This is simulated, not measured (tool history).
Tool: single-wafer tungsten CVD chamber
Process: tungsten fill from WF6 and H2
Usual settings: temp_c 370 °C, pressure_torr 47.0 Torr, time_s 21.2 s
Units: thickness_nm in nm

| run | hour | temp_c | pressure_torr | time_s | read-back reference wafer on the same gauge, thickness_nm | thickness_nm |
|---|---|---|---|---|---|---|
| 1 | 0.0 | 359 | 47.0 | 21.2 | 40.368 | 30.973 |
| 2 | 9.3 | 359 | 47.0 | 21.2 | 40.418 | 30.873 |
| 3 | 27.2 | 359 | 47.0 | 21.2 | 40.357 | 30.716 |
| 4 | 39.6 | 370 | 47.0 | 21.2 | 40.391 | 38.309 |
| 5 | 46.2 | 370 | 47.0 | 21.2 | 40.396 | 38.139 |
| 6 | 55.5 | 370 | 47.0 | 21.2 | 40.383 | 38.395 |
| 7 | 69.6 | 370 | 41.0 | 21.2 | 40.427 | 35.880 |
| 8 | 77.1 | 370 | 47.0 | 21.2 | 40.482 | 38.511 |
| 9 | 90.8 | 370 | 47.0 | 21.2 | 40.416 | 38.329 |
|  | 109.4 | thermocouple changed; heater temperature recalibrated |
|  | 115.4 | showerhead replaced |
| 10 | 124.3 | 370 | 37.2 | 21.2 | 40.406 | 34.079 |
|  | 142.1 | capacitance manometer re-zeroed and calibrated |
| 11 | 142.6 | 356 | 47.0 | 20.1 | 40.479 | 27.538 |
| 12 | 149.0 | 370 | 47.0 | 21.2 | 40.434 | 38.364 |
| 13 | 155.3 | 370 | 56.7 | 18.5 | 40.399 | 36.773 |
|  | 157.9 | gauge calibrated |
| 14 | 162.8 | 370 | 40.0 | 24.2 | 40.461 | 40.303 |
| 15 | 178.8 | 384 | 51.2 | 21.2 | 40.395 | 52.438 |
| 16 | 196.4 | 378 | 51.3 | 20.1 | 40.394 | 44.267 |
| 17 | 246.3 | 370 | 47.0 | 21.2 | 40.384 | 38.305 |

3 ways to go on from here, each from the tool as it stands after run 17. What would each give?
| A | 246.7 | 370 | 47.0 | 24.1 | ? | ? |
| B | 246.7 | 370 | 36.6 | 24.7 | ? | ? |
| C | 246.7 | 375 | 42.9 | 21.2 | ? | ? |

| run | read-back reference wafer on the same gauge, thickness_nm | thickness_nm |
|---|---|---|
| A | 40.423 | 43.918 |
| B | 40.423 | 39.674 |
| C | 40.423 | 40.619 |
Without the tool's hidden state the same runs would have given:
| run | thickness_nm |
|---|---|
| A | 43.918 |
| B | 39.674 |
| C | 40.619 |
